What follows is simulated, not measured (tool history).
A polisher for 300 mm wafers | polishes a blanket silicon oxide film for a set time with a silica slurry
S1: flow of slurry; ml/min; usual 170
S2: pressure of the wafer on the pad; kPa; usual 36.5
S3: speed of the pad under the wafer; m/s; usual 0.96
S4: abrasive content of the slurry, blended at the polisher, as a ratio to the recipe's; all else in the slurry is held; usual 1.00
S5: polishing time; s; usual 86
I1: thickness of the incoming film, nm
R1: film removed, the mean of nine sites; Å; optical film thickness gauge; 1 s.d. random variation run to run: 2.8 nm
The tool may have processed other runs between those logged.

Run 1, day 0.000: usual settings; I1 945.9. Result: R1 3294 Å.
Run 2, day 1.396: usual settings; I1 915.1. Result: R1 3297 Å.
Run 3, day 2.179: usual settings; I1 940.5. Result: R1 3321 Å.
At day 2.412: slurry blender recalibrated.
Run 4, day 2.892: usual settings; I1 942.8. Result: R1 3273 Å.
Run 5, day 5.708: usual settings; I1 943.9. Result: R1 3302 Å.
Run 6, day 6.454: usual settings but S3 0.84 m/s, S5 95 s; I1 923.6. Result: R1 3460 Å.
At day 6.562: slurry nozzle cleaned.
At day 6.983: worn pad replaced by a new one.
Run 7, day 7.167: usual settings; I1 918.9. Result: R1 3261 Å.
Run 8, day 7.783: usual settings but S3 1.22 m/s, S4 1.15; I1 919.2. Result: R1 3931 Å.
At day 8.367: head pressure recalibrated.
Run 9, day 8.871: usual settings but S1 215 ml/min, S2 31.0 kPa, S3 0.62 m/s, S5 100 s; I1 924.0. Result: R1 2602 Å.
Run 10, day 10.262: usual settings; I1 920.2. Result: R1 3047 Å.
Run 11, day 11.208: usual settings but S1 225 ml/min, S2 26.2 kPa, S3 0.82 m/s, S5 74 s; I1 927.9. Result: R1 1866 Å.
At day 11.796: conditioning disc replaced and pad reconditioned.
Run 12, day 11.892: usual settings but S2 28.3 kPa, S5 63 s; I1 926.6. Result: R1 1905 Å.
Run 13, day 12.992: usual settings but S1 150 ml/min, S5 100 s; I1 927.8. Result: R1 3819 Å.
Run 14, day 14.133: usual settings but S1 120 ml/min, S5 61 s; I1 931.7. Result: R1 2298 Å.
Run 15, day 14.738: usual settings but S1 225 ml/min, S2 29.0 kPa, S3 0.80 m/s, S4 0.70; I1 934.4. Result: R1 2031 Å.
At day 16.112: worn pad replaced by a new one.
Run 16, day 16.133: usual settings; I1 935.5. Result: R1 3318 Å.
At day 17.888: slurry blender recalibrated.
Run 17, day 20.129: usual settings; I1 927.4. Result: R1 3313 Å.
Run 18, day 20.642: usual settings but S1 220 ml/min, S2 26.9 kPa, S3 0.68 m/s; I1 938.9. Result: R1 2181 Å.
Run 19, day 24.317: usual settings but S4 0.75; I1 930.1. Result: R1 2787 Å.
Run 20, day 24.833: usual settings but S1 220 ml/min, S4 1.10, S5 115 s; I1 938.3. Result: R1 4687 Å.
Run 21, day 26.071: usual settings; I1 919.1. Result: R1 3284 Å.
At day 26.325: worn pad replaced by a new one.
Run 22, day 27.038: usual settings but S1 145 ml/min, S2 31.7 kPa, S4 1.30; I1 933.2. Result: R1 3166 Å.
Run 23, day 27.675: usual settings; I1 939.3. Result: R1 3264 Å.
Run 24, day 28.429: usual settings; I1 914.4. Result: R1 3268 Å.
Run 25, day 29.679: usual settings but S4 1.30; I1 928.4. Result: R1 3694 Å.
Run 26, day 30.900: usual settings; I1 923.9. Result: R1 3256 Å.
Run 27, day 32.354: usual settings but S1 155 ml/min, S2 45.5 kPa, S4 1.10, S5 67 s; I1 925.0. Result: R1 3201 Å.

A few steps of R1 between consecutive runs. Split each: what settings, incoming material and random variation would produce without the hidden state, and what is left over for the hidden state, along with gauge scatter present in only one of the two compared results (measured, and without hidden state):
Hidden conditions of the tool in this case: removal rate lost through wear of the pad, %; slurry flow missing at the pad, %; deviation of the head's pressure from its setpoint, %; abrasive missing from the slurry, %; time polished since the conditioner stopped cutting, s.
Run 9 -> 10: S1 215 -> 170, S2 31.0 -> 36.5, S3 0.62 -> 0.96, S5 100 -> 86. R1 +445 Å: hidden state -121, all else +566.
Run 10 -> 11: S1 170 -> 225, S2 36.5 -> 26.2, S3 0.96 -> 0.82, S5 86 -> 74. R1 -1181 Å: hidden state +162, all else -1343.
Run 12 -> 13: S1 170 -> 150, S2 28.3 -> 36.5, S5 63 -> 100. R1 +1914 Å: hidden state -2, all else +1916.
Run 19 -> 20: S1 170 -> 220, S4 0.75 -> 1.10, S5 86 -> 115. R1 +1900 Å: hidden state -24, all else +1924.
